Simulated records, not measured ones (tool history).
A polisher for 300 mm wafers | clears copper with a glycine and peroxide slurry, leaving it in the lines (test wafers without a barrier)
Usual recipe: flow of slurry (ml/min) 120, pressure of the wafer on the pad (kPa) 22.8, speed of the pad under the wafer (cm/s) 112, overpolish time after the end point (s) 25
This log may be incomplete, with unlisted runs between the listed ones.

run	hour	flow of slurry (ml/min)	pressure of the wafer on the pad (kPa)	speed of the pad under the wafer (cm/s)	overpolish time after the end point (s)	wafers since the last listed run	wafers polished on this pad	hours since the slurry nozzle was cleaned	hours since the head pressure was calibrated	incoming thickness of the incoming film, nm	time until the end point was called (s)	dishing of a wide line in a test structure (Å)
1	0	120	22.8	112	25	0	7	23.1	908	521.2	89.5	1003
2	8.1	120	22.8	112	25	75	82	31.2	916.1	520.7	88.8	1021
3	22.8	120	22.8	112	25	136	219	45.9	930.8	519.4	90.5	980
4	30.5	120	22.8	112	25	71	291	53.6	938.5	525.6	89.4	965
5	36.7	120	29	86	25	57	348	59.8	944.7	519.1	93.1	985
6	47.7	120	29	86	25	102	451	70.8	955.7	535	97.9	996
7	62.2	120	27.6	98	25	135	586	85.3	970.2	525.8	95.2	949
# hour 78.4: worn pad replaced by a new one
8	78.9	120	27.6	98	25	118	4	102	986.9	527.5	90.3	1006
9	85.2	120	27.6	98	25	58	63	108.3	993.2	517.6	87.6	1031
10	95.6	120	22.8	112	25	96	160	118.7	1003.6	531.3	95.8	966
11	109.8	120	22.8	112	25	132	292	132.9	1017.8	528.8	95	950
12	120	120	22.8	112	25	94	387	143.1	1028	526.4	95.7	900
13	135.4	120	26.9	112	25	143	530	158.5	1043.4	530.8	88.7	1021
14	147.3	120	22.8	112	25	110	641	170.4	1055.3	525.3	104.5	887
# hour 154.5: worn pad replaced by a new one
15	164.2	120	14.5	112	25	120	90	187.3	1072.2	527.6	142.4	675
16	179.6	95	27.6	152	20	143	233	202.7	1087.6	524.7	69.4	1039
17	192.1	90	22.8	76	15	116	349	215.2	1100.1	535.1	165.2	418
# hour 208.8: slurry nozzle cleaned
18	209.3	80	16.5	112	25	150	500	0.5	1117.3	528.9	139.4	718
# hour 226.4: worn pad replaced by a new one
19	226.9	120	22.8	112	25	126	5	18.1	1134.9	518.8	86.8	1037
# hour 233.8: head pressure recalibrated
20	236.4	120	29	78	25	69	74	27.6	2.6	530.2	100.5	952
21	250.9	140	18.6	112	37	135	209	42.1	17.1	523.5	101.6	1067
22	258.3	120	22.8	112	25	68	278	49.5	24.5	516.7	88.3	964
23	269	120	22.8	134	25	99	378	60.2	35.2	521.6	76.3	1063
24	283.5	100	22.8	84	32	135	513	74.7	49.7	525.5	128.1	947
25	300.3	155	18.6	96	30	156	669	91.5	66.5	526.9	129.2	883
# hour 306.9: worn pad replaced by a new one
26	317.4	120	22.8	112	25	121	98	108.6	83.6	530.9	92.5	998
27	326.1	120	29.6	112	38	81	179	117.3	92.3	524.3	71.6	1444
28	342.8	120	22.8	112	19	155	334	134	109	527.4	95.8	832
29	356.5	140	15.2	82	25	127	462	147.7	122.7	516.6	164.4	606

Predict each of these 5 candidate next runs independently; none follows another, all start after run 29:
A	356.9	120	22.8	112	25	3	465	148.1	123.1	528.9	?	?
B	356.9	95	22.8	122	36	3	465	148.1	123.1	528.9	?	?
C	356.9	120	27.6	112	32	3	465	148.1	123.1	528.9	?	?
D	356.9	120	22.8	100	25	3	465	148.1	123.1	528.9	?	?
E	356.9	150	16.5	132	40	3	465	148.1	123.1	528.9	?	?

run	time until the end point was called (s)	dishing of a wide line in a test structure (Å)
A	99.6	893
B	99.2	1121
C	84.2	1175
D	109.8	838
E	107.8	1091
What these runs would have given with no unlogged condition in the tool:
run	time until the end point was called (s)	dishing of a wide line in a test structure (Å)
A	89.4	960
B	88.1	1195
C	75.6	1246
D	98.5	904
E	97.5	1147
